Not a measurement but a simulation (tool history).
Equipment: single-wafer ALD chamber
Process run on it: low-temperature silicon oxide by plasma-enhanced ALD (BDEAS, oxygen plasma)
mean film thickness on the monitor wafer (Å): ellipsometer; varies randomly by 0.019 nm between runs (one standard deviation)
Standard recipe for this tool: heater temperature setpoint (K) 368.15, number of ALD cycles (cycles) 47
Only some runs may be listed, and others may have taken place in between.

run	hour	heater temperature setpoint (K)	number of ALD cycles (cycles)	wafers since the last listed run	hours since the last thermocouple change	hours since the gauge calibration	read-back reference wafer on the same gauge, thickness_nm	mean film thickness on the monitor wafer (Å)
1	0	368.15	47	0	1615.8	96.4	6.638	68.66
2	6.2	368.15	47	42	1622	102.6	6.641	68.72
3	12.4	368.15	47	42	1628.2	108.8	6.64	68.98
4	24	368.15	47	80	1639.8	120.4	6.64	68.97
5	34.7	368.15	47	73	1650.5	131.1	6.64	69.07
6	56.2	368.15	47	148	1672	152.6	6.644	69.18
7	72.8	368.15	47	114	1688.6	169.2	6.645	68.35
# hour 85: thermocouple changed; heater temperature recalibrated
8	85.5	368.15	47	32	0.5	181.9	6.645	68.76
9	101.9	368.15	39	113	16.9	198.3	6.64	57.19
10	109.6	373.15	51	53	24.6	206	6.638	73.02
# hour 122.8: gauge calibrated
11	143.3	368.15	47	232	58.3	20.5	6.641	68.47
12	157.8	372.15	50	100	72.8	35	6.635	71.91
13	167.1	374.15	43	64	82.1	44.3	6.64	61.6
14	184.3	364.15	53	118	99.3	61.5	6.646	79.19
15	197.8	368.15	47	93	112.8	75	6.643	68.79
16	215.2	368.15	44	120	130.2	92.4	6.638	64.63

3 ways to go on from here, each from the tool as it stands after run 16. What would each give?
A	215.7	359.15	47	3	130.7	92.9	?	?
B	215.7	377.15	44	3	130.7	92.9	?	?
C	215.7	376.15	47	3	130.7	92.9	?	?

run	read-back reference wafer on the same gauge, thickness_nm	mean film thickness on the monitor wafer (Å)
A	6.646	71.31
B	6.646	62.67
C	6.646	67.08
Take away the tool's hidden state, keep each run's random variation, and the runs would have read:
run	mean film thickness on the monitor wafer (Å)
A	71.31
B	62.67
C	67.08

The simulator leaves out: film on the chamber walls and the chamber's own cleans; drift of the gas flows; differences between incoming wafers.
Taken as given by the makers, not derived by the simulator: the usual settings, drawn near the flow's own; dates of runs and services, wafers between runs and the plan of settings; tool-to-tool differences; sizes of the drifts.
